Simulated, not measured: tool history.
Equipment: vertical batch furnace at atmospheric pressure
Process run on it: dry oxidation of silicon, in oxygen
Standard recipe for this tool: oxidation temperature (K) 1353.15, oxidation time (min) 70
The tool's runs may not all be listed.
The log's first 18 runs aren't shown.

run,hour,oxidation temperature (K),oxidation time (min),"read-back reference wafer on the same gauge, thickness",oxide thickness on the monitor wafer (Å)
19,295.2,1353.15,102.5,102.95,1587.1
20,309.1,1375.15,70,103.03,1456.5
21,319.8,1334.15,44,103.01,807.3
22,333.2,1367.15,50.5,103,1133.3
# hour 370.1: thermocouples replaced and temperature profile calibrated
23,370.6,1366.15,70,103.04,1331.6
24,376,1344.15,35,102.98,734
25,383.9,1332.15,70,102.98,1029.6
26,394.8,1367.15,70,103,1338.7
27,417.6,1353.15,70,102.95,1213.7
28,434.4,1353.15,83.5,102.99,1352.7
29,451.4,1353.15,43,102.97,895.1
30,468.8,1333.15,87.5,102.99,1201.5
31,483.6,1337.15,91,103,1273.9

What if the next run were any one of these 5? Each begins from the tool's condition after run 31:
A,489.2,1353.15,70,?,?
B,489.2,1342.15,52,?,?
C,489.2,1329.15,70,?,?
D,489.2,1374.15,103,?,?
E,489.2,1361.15,49.5,?,?

run,"read-back reference wafer on the same gauge, thickness",oxide thickness on the monitor wafer (Å)
A,102.98,1214.9
B,102.98,925.5
C,102.98,1008.5
D,102.98,1788.7
E,102.98,1038.4
Take away the tool's hidden state, keep each run's random variation, and the runs would have read:
run,oxide thickness on the monitor wafer (Å)
A,1204.4
B,917.1
C,999.1
D,1776.4
E,1029.5
